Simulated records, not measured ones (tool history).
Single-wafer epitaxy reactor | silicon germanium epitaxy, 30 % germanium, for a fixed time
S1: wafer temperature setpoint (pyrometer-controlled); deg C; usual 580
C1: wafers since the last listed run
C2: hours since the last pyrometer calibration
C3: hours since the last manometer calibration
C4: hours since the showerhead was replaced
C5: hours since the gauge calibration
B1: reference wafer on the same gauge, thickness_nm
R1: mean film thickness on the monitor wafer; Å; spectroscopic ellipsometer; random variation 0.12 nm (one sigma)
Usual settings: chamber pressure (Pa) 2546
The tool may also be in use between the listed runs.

run 1 hour=0 | S1=588 chamber_pressure_(Pa)=2546 | C1=0 C2=1366.8 C3=852.2 C4=2606 C5=607.5 | B1=47.501 | R1=490.79
run 2 hour=72.2 | S1=588 chamber_pressure_(Pa)=2546 | C1=957 C2=1439 C3=924.4 C4=2678.2 C5=679.7 | B1=47.484 | R1=489.69
run 3 hour=145.8 | S1=588 chamber_pressure_(Pa)=2546 | C1=976 C2=1512.6 C3=998 C4=2751.8 C5=753.3 | B1=47.489 | R1=494.01
run 4 hour=227.8 | S1=580 chamber_pressure_(Pa)=2680 | C1=1087 C2=1594.6 C3=1080 C4=2833.8 C5=835.3 | B1=47.526 | R1=422.73
run 5 hour=304.1 | S1=572 chamber_pressure_(Pa)=2373 | C1=1012 C2=1670.9 C3=1156.3 C4=2910.1 C5=911.6 | B1=47.469 | R1=332.69
run 6 hour=396.4 | S1=572 chamber_pressure_(Pa)=2373 | C1=1224 C2=1763.2 C3=1248.6 C4=3002.4 C5=1003.9 | B1=47.531 | R1=331.5
run 7 hour=455.7 | S1=580 chamber_pressure_(Pa)=2546 | C1=786 C2=1822.5 C3=1307.9 C4=3061.7 C5=1063.2 | B1=47.511 | R1=411.78
run 8 hour=505.3 | S1=580 chamber_pressure_(Pa)=2546 | C1=657 C2=1872.1 C3=1357.5 C4=3111.3 C5=1112.8 | B1=47.481 | R1=409.58
run 9 hour=576.1 | S1=580 chamber_pressure_(Pa)=2546 | C1=939 C2=1942.9 C3=1428.3 C4=3182.1 C5=1183.6 | B1=47.503 | R1=408.7
run 10 hour=620.3 | S1=580 chamber_pressure_(Pa)=2546 | C1=586 C2=1987.1 C3=1472.5 C4=3226.3 C5=1227.8 | B1=47.522 | R1=407.28
run 11 hour=714 | S1=580 chamber_pressure_(Pa)=2546 | C1=1242 C2=2080.8 C3=1566.2 C4=3320 C5=1321.5 | B1=47.48 | R1=407.75
-- hour=810.5 showerhead replaced
-- hour=864.3 gauge calibrated
-- hour=970.9 pyrometer calibrated
run 12 hour=977.1 | S1=580 chamber_pressure_(Pa)=2546 | C1=3277 C2=6.2 C3=1829.3 C4=166.6 C5=112.8 | B1=47.509 | R1=419.03
-- hour=1011.3 capacitance manometer re-zeroed and calibrated
run 13 hour=1022.7 | S1=580 chamber_pressure_(Pa)=2546 | C1=498 C2=51.8 C3=11.4 C4=212.2 C5=158.4 | B1=47.515 | R1=420.79
run 14 hour=1113.3 | S1=580 chamber_pressure_(Pa)=2546 | C1=1201 C2=142.4 C3=102 C4=302.8 C5=249 | B1=47.479 | R1=418.91
run 15 hour=1175.7 | S1=593 chamber_pressure_(Pa)=2360 | C1=827 C2=204.8 C3=164.4 C4=365.2 C5=311.4 | B1=47.46 | R1=532.27
run 16 hour=1216.7 | S1=580 chamber_pressure_(Pa)=2546 | C1=543 C2=245.8 C3=205.4 C4=406.2 C5=352.4 | B1=47.519 | R1=420.25
run 17 hour=1310.9 | S1=580 chamber_pressure_(Pa)=2546 | C1=1249 C2=340 C3=299.6 C4=500.4 C5=446.6 | B1=47.508 | R1=418.91
run 18 hour=1360.5 | S1=585 chamber_pressure_(Pa)=2546 | C1=657 C2=389.6 C3=349.2 C4=550 C5=496.2 | B1=47.572 | R1=466.95
run 19 hour=1414.3 | S1=580 chamber_pressure_(Pa)=2546 | C1=713 C2=443.4 C3=403 C4=603.8 C5=550 | B1=47.532 | R1=420.42
run 20 hour=1684.1 | S1=575 chamber_pressure_(Pa)=2320 | C1=3578 C2=713.2 C3=672.8 C4=873.6 C5=819.8 | B1=47.523 | R1=357.84
run 21 hour=1720.7 | S1=580 chamber_pressure_(Pa)=2546 | C1=485 C2=749.8 C3=709.4 C4=910.2 C5=856.4 | B1=47.563 | R1=417.52
run 22 hour=1818.6 | S1=580 chamber_pressure_(Pa)=2960 | C1=1298 C2=847.7 C3=807.3 C4=1008.1 C5=954.3 | B1=47.487 | R1=450.09
run 23 hour=1922.9 | S1=570 chamber_pressure_(Pa)=2546 | C1=1383 C2=952 C3=911.6 C4=1112.4 C5=1058.6 | B1=47.536 | R1=335.14
run 24 hour=1978.9 | S1=587 chamber_pressure_(Pa)=2960 | C1=742 C2=1008 C3=967.6 C4=1168.4 C5=1114.6 | B1=47.48 | R1=519.4
run 25 hour=2083.6 | S1=576 chamber_pressure_(Pa)=2306 | C1=1388 C2=1112.7 C3=1072.3 C4=1273.1 C5=1219.3 | B1=47.528 | R1=361.7
run 26 hour=2126.9 | S1=572 chamber_pressure_(Pa)=2546 | C1=574 C2=1156 C3=1115.6 C4=1316.4 C5=1262.6 | B1=47.499 | R1=347.23
run 27 hour=2169.7 | S1=580 chamber_pressure_(Pa)=2546 | C1=567 C2=1198.8 C3=1158.4 C4=1359.2 C5=1305.4 | B1=47.481 | R1=415.57
-- hour=2224.1 gauge calibrated
run 28 hour=2257.3 | S1=573 chamber_pressure_(Pa)=2706 | C1=1161 C2=1286.4 C3=1246 C4=1446.8 C5=33.2 | B1=47.526 | R1=368.19
run 29 hour=2350.1 | S1=572 chamber_pressure_(Pa)=2546 | C1=1230 C2=1379.2 C3=1338.8 C4=1539.6 C5=126 | B1=47.522 | R1=347.68

What the log doesn't show, run by run:
true pressure above the setpoint (%): 0 in every run
gauge reads high (%): 0 in every run
H1: wafer temperature above the value expected at the setpoint (K)
run=1 H1=-0.502
run=2 H1=-0.561
run=3 H1=-0.623
run=4 H1=-0.696
run=5 H1=-0.768
run=6 H1=-0.859
run=7 H1=-0.92
run=8 H1=-0.973
run=9 H1=-1.05
run=10 H1=-1.1
run=11 H1=-1.21
run=12 H1=0.109
run=13 H1=0.108
run=14 H1=0.103
run=15 H1=0.0969
run=16 H1=0.0915
run=17 H1=0.0757
run=18 H1=0.0653
run=19 H1=0.0524
run=20 H1=-0.0373
run=21 H1=-0.0527
run=22 H1=-0.0976
run=23 H1=-0.152
run=24 H1=-0.183
run=25 H1=-0.247
run=26 H1=-0.275
run=27 H1=-0.304
run=28 H1=-0.367
run=29 H1=-0.438
